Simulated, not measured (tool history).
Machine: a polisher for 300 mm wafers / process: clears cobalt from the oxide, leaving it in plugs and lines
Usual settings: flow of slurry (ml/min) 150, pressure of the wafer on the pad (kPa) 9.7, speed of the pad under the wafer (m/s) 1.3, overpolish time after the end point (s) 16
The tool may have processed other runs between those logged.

run,hour,flow of slurry (ml/min),pressure of the wafer on the pad (kPa),speed of the pad under the wafer (m/s),overpolish time after the end point (s),"incoming thickness of the incoming film, nm",time until the end point was called (s),dishing of a wide line in a test structure (angstrom)
1,0,150,9.7,1.3,16,310.8,68,394
2,47,150,9.7,1.04,16,307.5,84.8,354
3,151.8,150,9.7,1.42,16,311.2,64.8,396
4,234.1,150,9.7,1.3,16,313,71.2,382
5,277,150,9.7,1.3,16,305.5,70,383
# hour 338.5: worn pad replaced by a new one
# hour 343.5: head pressure recalibrated
6,372.1,150,9.7,1.3,16,308.5,70.3,403
# hour 374.9: slurry nozzle cleaned
7,469.5,150,9.7,1.3,16,304.8,68,394
8,519.3,150,11.7,1.3,8,307,57.5,288
9,616.5,150,11.7,1.3,8,309.5,58.9,282
10,695.9,130,9.7,1.54,16,313.7,64.1,416
11,785.4,130,9.7,1.54,16,309,61.1,400
# hour 862.6: head pressure recalibrated
12,863.6,150,9.7,1.3,16,310.1,70.8,389
# hour 897.6: worn pad replaced by a new one
13,913.2,150,9.7,1.3,16,311.8,70.9,398
# hour 987.8: slurry nozzle cleaned
14,1090.8,150,9.7,1.3,11,305.1,68.3,328
15,1162.7,150,9.7,1.3,16,315.5,71.8,386
16,1204.8,150,9.7,1.3,16,312.7,71.1,402
17,1291.9,150,9.7,1.3,16,309.8,69.9,396
18,1390.7,150,9.7,1.3,16,309.1,71,404
# hour 1425.4: head pressure recalibrated
19,1436.2,150,9.7,1.72,16,308.5,54.5,447
# hour 1465.8: worn pad replaced by a new one
20,1476.6,175,9.7,1.46,8,315.6,64.7,281
# hour 1536.5: slurry nozzle cleaned
21,1581.6,115,11.7,1.42,23,309.3,54.8,492
22,1644.4,100,9.7,1.3,16,306.9,71.4,402
23,1701.3,150,9.7,1.3,16,306.3,67.9,395
24,1775.1,175,8.3,1.08,16,315.2,93.7,324
25,1852.2,105,9.7,1.3,16,309.6,76.6,381
26,1895.2,150,9,1.62,22,315.4,62.9,477
# hour 1933.6: head pressure recalibrated
27,1959.7,150,9.7,1.3,20,316,75.7,439
# hour 1974.3: worn pad replaced by a new one, of another model than before
28,2064.8,150,9.7,1.3,16,311.4,79,379
# hour 2122.9: slurry nozzle cleaned
29,2138.2,170,11,1.58,21,312.6,54.4,492
30,2206.3,190,8.3,1.3,16,308.6,71.5,397
31,2290.7,150,9.7,1.3,16,316.7,75.1,391
# hour 2445.2: head pressure recalibrated
# hour 2558.3: worn pad replaced by a new one
32,2575.2,150,9.7,1.3,16,306.7,75,366
33,2655.9,150,11.7,1.3,8,312.2,73.1,251
# hour 2695.3: slurry nozzle cleaned
34,2732.8,190,8.3,1.3,16,311.4,70.2,391

Some steps in time until the end point was called (s), run to run, broken into two amounts with sign: the step expected even without the hidden condition (settings, incoming material, random variation), and the rest, left for the hidden condition together with whatever gauge scatter is not in both the measured and the hidden-condition-free result:
Hidden conditions of the tool in this case: removal rate lost through wear of the pad, %; slurry flow missing at the pad, %; deviation of the head's pressure from its setpoint, %.
Run 2 -> 3: speed of the pad under the wafer (m/s) 1.04 -> 1.42. time until the end point was called (s) -20: hidden state +0.1, all else -20.1.
Run 23 -> 24: flow of slurry (ml/min) 150 -> 175, pressure of the wafer on the pad (kPa) 9.7 -> 8.3, speed of the pad under the wafer (m/s) 1.3 -> 1.08. time until the end point was called (s) +25.8: hidden state +1.6, all else +24.2.
Run 27 -> 28: overpolish time after the end point (s) 20 -> 16, worn pad replaced by a new one, of another model than before. time until the end point was called (s) +3.3: hidden state +7.2, all else -3.9.
Run 28 -> 29: flow of slurry (ml/min) 150 -> 170, pressure of the wafer on the pad (kPa) 9.7 -> 11, speed of the pad under the wafer (m/s) 1.3 -> 1.58, overpolish time after the end point (s) 16 -> 21, slurry nozzle cleaned. time until the end point was called (s) -24.6: hidden state -11.2, all else -13.4.
Run 33 -> 34: flow of slurry (ml/min) 150 -> 190, pressure of the wafer on the pad (kPa) 11.7 -> 8.3, overpolish time after the end point (s) 8 -> 16, slurry nozzle cleaned. time until the end point was called (s) -2.9: hidden state -8.9, all else +6.
